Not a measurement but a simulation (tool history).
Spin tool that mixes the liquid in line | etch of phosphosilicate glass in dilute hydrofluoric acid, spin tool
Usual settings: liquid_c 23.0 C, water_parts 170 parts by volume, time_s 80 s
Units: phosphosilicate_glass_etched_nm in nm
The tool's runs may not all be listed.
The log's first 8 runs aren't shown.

run,day,liquid_c,water_parts,time_s,"read-back film thickness of the phosphosilicate glass reference wafer, read on the same gauge (nm)",phosphosilicate_glass_etched_nm
9,7.596,23.0,170,80,80.00,43.11
10,8.892,23.0,170,110,80.01,58.22
11,9.692,23.0,170,110,80.02,57.40
12,10.942,23.0,170,110,80.00,57.75
13,12.258,23.0,140,80,79.98,52.96
# day 13.104: hydrofluoric acid flow meter replaced
14,13.125,23.0,140,80,80.02,56.79
# day 13.771: gauge calibrated
15,14.125,23.0,140,80,80.00,55.98
16,14.925,23.0,170,80,79.99,44.74
17,15.479,23.0,170,80,79.98,44.68
18,18.138,21.0,170,110,80.01,56.16
# day 18.350: thermometer replaced
19,19.008,25.5,125,110,80.00,95.23
20,19.571,23.0,225,105,80.00,40.91
21,20.079,26.0,170,125,79.99,77.06
22,21.200,21.0,170,50,80.00,25.34
23,21.904,23.0,170,110,79.98,60.69
24,22.575,20.5,255,35,80.00,10.57
25,23.504,28.0,120,95,79.99,92.98
26,24.854,28.0,120,95,80.00,93.38
27,25.358,28.0,115,40,80.01,41.01
28,26.475,23.0,140,80,80.01,54.54
29,27.146,23.0,215,80,80.03,32.23
30,28.596,19.0,135,65,80.02,38.15
31,29.958,19.0,170,120,80.00,54.20
32,31.392,23.0,170,80,79.99,42.30

3 ways to go on from here, each from the tool as it stands after run 32. What would each give?
A,31.408,23.0,170,80,?,?
B,31.408,18.0,105,60,?,?
C,31.408,27.5,245,115,?,?

run,"read-back film thickness of the phosphosilicate glass reference wafer, read on the same gauge (nm)",phosphosilicate_glass_etched_nm
A,79.98,42.40
B,79.98,45.42
C,79.98,45.61
Without the tool's hidden state the same runs would have given:
run,phosphosilicate_glass_etched_nm
A,45.57
B,48.60
C,49.29

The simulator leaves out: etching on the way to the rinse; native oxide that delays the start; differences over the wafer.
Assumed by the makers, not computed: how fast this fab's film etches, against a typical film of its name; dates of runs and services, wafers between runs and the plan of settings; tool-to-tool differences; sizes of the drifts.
